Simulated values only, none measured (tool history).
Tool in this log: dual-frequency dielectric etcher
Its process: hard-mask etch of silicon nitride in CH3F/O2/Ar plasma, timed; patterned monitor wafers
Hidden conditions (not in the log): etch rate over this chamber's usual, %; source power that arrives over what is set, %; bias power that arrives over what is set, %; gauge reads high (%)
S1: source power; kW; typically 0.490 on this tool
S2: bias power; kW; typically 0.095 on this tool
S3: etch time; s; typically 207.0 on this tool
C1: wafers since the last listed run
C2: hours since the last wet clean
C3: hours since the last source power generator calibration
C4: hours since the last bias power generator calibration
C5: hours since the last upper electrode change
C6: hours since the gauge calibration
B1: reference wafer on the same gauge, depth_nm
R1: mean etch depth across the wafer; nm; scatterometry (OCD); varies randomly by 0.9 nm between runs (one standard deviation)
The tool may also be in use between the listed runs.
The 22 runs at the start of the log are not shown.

{"run": 23, "hour": 977.6, "S1": 0.49, "S2": 0.095, "S3": 207.0, "C1": 357, "C2": 288.5, "C3": 677.7, "C4": 553.1, "C5": 345.7, "C6": 689.3, "B1": 189.1, "R1": 181.8}
{"run": 24, "hour": 1021.7, "S1": 0.49, "S2": 0.095, "S3": 249.5, "C1": 291, "C2": 332.6, "C3": 721.8, "C4": 597.2, "C5": 389.8, "C6": 733.4, "B1": 189.6, "R1": 217.1}
{"run": 25, "hour": 1060.7, "S1": 0.49, "S2": 0.095, "S3": 207.0, "C1": 257, "C2": 371.6, "C3": 760.8, "C4": 636.2, "C5": 428.8, "C6": 772.4, "B1": 189.8, "R1": 180.1}
{"hour": 1124.4, "done": "wet clean of the chamber"}
{"run": 26, "hour": 1124.9, "S1": 0.44, "S2": 0.095, "S3": 207.0, "C1": 265, "C2": 0.5, "C3": 825.0, "C4": 700.4, "C5": 493.0, "C6": 836.6, "B1": 190.4, "R1": 176.4}
{"run": 27, "hour": 1160.9, "S1": 0.49, "S2": 0.095, "S3": 207.0, "C1": 238, "C2": 36.5, "C3": 861.0, "C4": 736.4, "C5": 529.0, "C6": 872.6, "B1": 190.7, "R1": 181.1}
{"run": 28, "hour": 1193.5, "S1": 0.49, "S2": 0.095, "S3": 207.0, "C1": 215, "C2": 69.1, "C3": 893.6, "C4": 769.0, "C5": 561.6, "C6": 905.2, "B1": 191.0, "R1": 182.2}
{"run": 29, "hour": 1232.3, "S1": 0.49, "S2": 0.095, "S3": 243.5, "C1": 256, "C2": 107.9, "C3": 932.4, "C4": 807.8, "C5": 600.4, "C6": 944.0, "B1": 191.5, "R1": 214.5}
{"run": 30, "hour": 1270.5, "S1": 0.45, "S2": 0.103, "S3": 251.5, "C1": 252, "C2": 146.1, "C3": 970.6, "C4": 846.0, "C5": 638.6, "C6": 982.2, "B1": 191.7, "R1": 221.7}

Consider 4 possible next runs. They are alternatives, not a sequence: every one starts from the tool as it was left by run 30. What does each give?
{"run": "A", "hour": 1271.0, "S1": 0.49, "S2": 0.095, "S3": 207.0, "C1": 3, "C2": 146.6, "C3": 971.1, "C4": 846.5, "C5": 639.1, "C6": 982.7, "B1": "?", "R1": "?"}
{"run": "B", "hour": 1271.0, "S1": 0.45, "S2": 0.095, "S3": 207.0, "C1": 3, "C2": 146.6, "C3": 971.1, "C4": 846.5, "C5": 639.1, "C6": 982.7, "B1": "?", "R1": "?"}
{"run": "C", "hour": 1271.0, "S1": 0.57, "S2": 0.084, "S3": 147.5, "C1": 3, "C2": 146.6, "C3": 971.1, "C4": 846.5, "C5": 639.1, "C6": 982.7, "B1": "?", "R1": "?"}
{"run": "D", "hour": 1271.0, "S1": 0.42, "S2": 0.078, "S3": 207.0, "C1": 3, "C2": 146.6, "C3": 971.1, "C4": 846.5, "C5": 639.1, "C6": 982.7, "B1": "?", "R1": "?"}

run=A B1=191.7 R1=182.7
run=B B1=191.7 R1=177.9
run=C B1=191.7 R1=130.9
run=D B1=191.7 R1=162.6
Stripped of hidden state, with their random variation kept, the same runs would have yielded:
run=A R1=179.0
run=B R1=174.3
run=C R1=128.3
run=D R1=159.4
